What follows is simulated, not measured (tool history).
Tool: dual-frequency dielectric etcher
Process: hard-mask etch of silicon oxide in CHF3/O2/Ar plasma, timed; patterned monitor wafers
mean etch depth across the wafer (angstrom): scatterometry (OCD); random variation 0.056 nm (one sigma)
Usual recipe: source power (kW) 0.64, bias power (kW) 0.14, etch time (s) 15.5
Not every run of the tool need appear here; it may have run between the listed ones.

run    hour  source power (kW)  bias power (kW)  etch time (s)  wafers since the last listed run  hours since the last wet clean  hours since the last source power generator calibration  hours since the last bias power generator calibration  hours since the last upper electrode change  hours since the gauge calibration  read-back reference wafer on the same gauge, depth_nm  mean etch depth across the wafer (angstrom)
  1       0               0.64             0.14           15.5                                 0                           498.6                                                   2914.4                                                 3049.4                                       5858.7                              549.9                                                   23.3                                        268.4
  2      70               0.64             0.14           15.5                              1406                           568.6                                                   2984.4                                                 3119.4                                       5928.7                              619.9                                                  23.32                                        266.9
      121.4  -- wet clean of the chamber
  3   140.7               0.57             0.14           15.5                               938                            19.3                                                   3055.1                                                 3190.1                                       5999.4                              690.6                                                  23.31                                        256.7
  4   216.9               0.57             0.14           15.5                              1531                            95.5                                                   3131.3                                                 3266.3                                       6075.6                              766.8                                                   23.3                                        257.3
  5   302.4               0.57             0.14           15.5                              1718                             181                                                   3216.8                                                 3351.8                                       6161.1                              852.3                                                  23.31                                        257.2
  6   363.7               0.64             0.14           15.5                              1231                           242.3                                                   3278.1                                                 3413.1                                       6222.4                              913.6                                                  23.31                                        267.8
  7   421.3               0.64             0.14           15.5                              1157                           299.9                                                   3335.7                                                 3470.7                                         6280                              971.2                                                   23.3                                        266.8
  8   491.2               0.64             0.14           15.5                              1404                           369.8                                                   3405.6                                                 3540.6                                       6349.9                             1041.1                                                  23.27                                        266.7
      532.4  -- upper electrode replaced
      636.3  -- wet clean of the chamber
  9   811.6               0.64             0.14           15.5                              5473                           175.3                                                     3726                                                   3861                                        279.2                             1361.5                                                  23.31                                        267.9
 10   874.8               0.64             0.14           15.5                              1269                           238.5                                                   3789.2                                                 3924.2                                        342.4                             1424.7                                                  23.32                                        266.9
      889.6  -- bias power generator calibrated
 11   981.8               0.64             0.14           15.5                              2069                           345.5                                                   3896.2                                                   92.2                                        449.4                             1531.7                                                   23.3                                        267.4
 12  1029.2               0.72            0.159             18                               952                           392.9                                                   3943.6                                                  139.6                                        496.8                             1579.1                                                  23.29                                        341.1
 13  1072.5               0.64            0.171             19                               870                           436.2                                                   3986.9                                                  182.9                                        540.1                             1622.4                                                  23.29                                        357.3
 14  1108.7               0.72            0.159             20                               727                           472.4                                                   4023.1                                                  219.1                                        576.3                             1658.6                                                  23.29                                        377.3
     1167.3  -- wet clean of the chamber
     1204.1  -- gauge calibrated
 15  1215.1               0.74            0.129           13.5                              1655                            47.8                                                   4129.5                                                  325.5                                        682.7                                 11                                                  23.28                                        235.8
 16  1322.1               0.54            0.125             20                              2150                           154.8                                                   4236.5                                                  432.5                                        789.7                                118                                                  23.32                                        311.1
     1362.3  -- source power generator calibrated
 17  1404.3               0.64             0.14           15.5                              1571                             237                                                       42                                                  514.7                                        871.9                              200.2                                                   23.3                                        267.7
 18  1482.9                0.7            0.106           15.5                              1579                           315.6                                                    120.6                                                  593.3                                        950.5                              278.8                                                   23.3                                        244.5
 19  1582.2               0.64            0.159             20                              1995                           414.9                                                    219.9                                                  692.6                                       1049.8                              378.1                                                  23.29                                        364.2
 20  1624.5               0.78            0.151           15.5                               849                           457.2                                                    262.2                                                  734.9                                       1092.1                              420.4                                                  23.29                                        295.5
 21  1665.9               0.56            0.175           19.5                               831                           498.6                                                    303.6                                                  776.3                                       1133.5                              461.8                                                  23.31                                        353.1
     1689.9  -- wet clean of the chamber
 22    1761               0.64             0.14           15.5                              1428                            71.1                                                    398.7                                                  871.4                                       1228.6                              556.9                                                  23.33                                        267.1

Hidden condition of the tool, last listed run before each entry between runs versus first listed run after:
Between runs 2 and 3: wet clean of the chamber (hour 121.4)
  no difference in the tool's unlogged condition between these two runs
Between runs 8 and 9: upper electrode replaced (hour 532.4); wet clean of the chamber (hour 636.3)
  no difference in the tool's unlogged condition between these two runs
Between runs 10 and 11: bias power generator calibrated (hour 889.6)
  no difference in the tool's unlogged condition between these two runs
Between runs 14 and 15: wet clean of the chamber (hour 1167.3); gauge calibrated (hour 1204.1)
  no difference in the tool's unlogged condition between these two runs
Between runs 16 and 17: source power generator calibrated (hour 1362.3)
  no difference in the tool's unlogged condition between these two runs
Between runs 21 and 22: wet clean of the chamber (hour 1689.9)
  no difference in the tool's unlogged condition between these two runs
